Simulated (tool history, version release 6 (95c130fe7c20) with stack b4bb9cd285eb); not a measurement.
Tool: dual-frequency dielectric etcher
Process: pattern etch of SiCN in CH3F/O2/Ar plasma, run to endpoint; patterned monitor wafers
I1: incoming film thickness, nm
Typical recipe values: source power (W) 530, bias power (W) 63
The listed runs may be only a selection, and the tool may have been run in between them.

Run 1, hour 0.0: usual settings; I1 10.04. Result: endpoint time (s) 24.3.
Run 2, hour 14.4: usual settings; I1 10.08. Result: endpoint time (s) 24.4.
Run 3, hour 35.6: usual settings; I1 10.04. Result: endpoint time (s) 24.0.
Run 4, hour 68.1: usual settings; I1 10.13. Result: endpoint time (s) 24.2.
Run 5, hour 84.5: usual settings; I1 9.96. Result: endpoint time (s) 24.1.
Run 6, hour 107.2: usual settings but source power (W) 440, bias power (W) 56; I1 10.18. Result: endpoint time (s) 26.7.
At hour 153.3: wet clean of the chamber.
Run 7, hour 153.8: usual settings but source power (W) 440, bias power (W) 56; I1 10.09. Result: endpoint time (s) 27.4.
Run 8, hour 156.0: usual settings but source power (W) 440, bias power (W) 56; I1 10.16. Result: endpoint time (s) 27.8.
Run 9, hour 181.4: usual settings; I1 10.13. Result: endpoint time (s) 24.9.
Run 10, hour 198.3: usual settings; I1 10.18. Result: endpoint time (s) 25.3.
Run 11, hour 246.4: usual settings; I1 10.13. Result: endpoint time (s) 25.0.
At hour 253.2: bias power generator calibrated.
Run 12, hour 276.5: usual settings; I1 10.09. Result: endpoint time (s) 24.6.
Run 13, hour 290.6: usual settings; I1 10.12. Result: endpoint time (s) 24.9.
Run 14, hour 325.2: usual settings; I1 10.02. Result: endpoint time (s) 24.2.
Run 15, hour 347.8: usual settings but source power (W) 600, bias power (W) 72; I1 10.02. Result: endpoint time (s) 22.6.
Run 16, hour 364.9: usual settings but source power (W) 590; I1 10.16. Result: endpoint time (s) 23.6.

Expected results for the next run?
At hour 369.8: source power generator calibrated.
Run 17, hour 382.1: usual settings but source power (W) 570, bias power (W) 53; I1 10.16. Result: endpoint time (s) ?.

Run 17 measured endpoint time (s) 24.7.
If the tool had no hidden condition, the same run with the same run-to-run variation would have returned endpoint time (s) 25.3.

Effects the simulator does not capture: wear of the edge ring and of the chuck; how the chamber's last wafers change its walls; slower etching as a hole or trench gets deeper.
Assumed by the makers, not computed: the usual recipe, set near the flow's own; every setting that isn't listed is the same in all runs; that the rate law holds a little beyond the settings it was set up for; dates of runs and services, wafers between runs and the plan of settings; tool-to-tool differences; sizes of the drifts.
